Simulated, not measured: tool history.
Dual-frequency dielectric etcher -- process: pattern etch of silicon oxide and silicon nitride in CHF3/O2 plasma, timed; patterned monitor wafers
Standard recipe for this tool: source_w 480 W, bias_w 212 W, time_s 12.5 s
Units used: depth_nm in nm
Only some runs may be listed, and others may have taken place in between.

run,day,source_w,bias_w,time_s,"read-back reference wafer on the same gauge, depth_nm",depth_nm
1,0.000,480,212,15.5,19.30,23.47
2,0.354,480,212,15.5,19.30,23.24
3,1.617,480,247,12.5,19.29,20.15
4,2.833,480,247,12.5,19.31,20.19
# day 3.475: gauge calibrated
5,6.208,480,212,12.5,19.29,18.72
6,6.742,440,212,12.5,19.30,17.87
7,7.500,520,262,13.5,19.28,23.30
8,8.117,480,212,14.5,19.28,21.97
9,8.983,480,212,16.0,19.32,24.06
10,9.971,480,260,12.5,19.27,20.47
11,10.746,480,212,12.5,19.25,18.76
12,11.817,570,181,12.5,19.30,19.44
13,12.558,390,212,12.5,19.28,16.33
14,13.754,540,188,12.5,19.31,19.20
# day 14.142: source power generator calibrated
# day 15.025: bias power generator calibrated
15,15.154,480,247,12.5,19.30,19.88
16,15.658,480,196,13.5,19.34,19.59
17,16.629,390,164,14.5,19.31,16.87
# day 18.004: wet clean of the chamber
18,18.025,480,164,13.5,19.28,18.09
19,18.179,480,265,12.5,19.30,20.83
20,19.158,480,212,9.0,19.29,13.32
21,20.100,570,181,12.5,19.33,19.33
22,21.092,480,172,12.5,19.29,17.27
23,21.788,480,265,12.5,19.29,20.76
24,23.075,410,226,9.0,19.31,12.61
25,24.200,480,212,12.5,19.34,18.83
26,25.029,480,212,10.0,19.31,14.87
27,25.558,480,212,12.5,19.32,18.82
28,26.483,480,212,14.5,19.28,22.00
29,27.004,480,212,12.5,19.31,19.05
30,27.921,480,173,16.5,19.29,22.65

Alternative continuations, all from the tool just after run 30; predict every row:
A,27.938,480,212,12.5,?,?
B,27.938,370,186,14.0,?,?
C,27.938,390,228,12.5,?,?
D,27.938,530,251,12.5,?,?

run,"read-back reference wafer on the same gauge, depth_nm",depth_nm
A,19.28,18.75
B,19.28,16.65
C,19.28,16.93
D,19.28,21.39
Had the tool no hidden state, the same runs would have come out as:
run,depth_nm
A,18.75
B,16.65
C,16.93
D,21.39
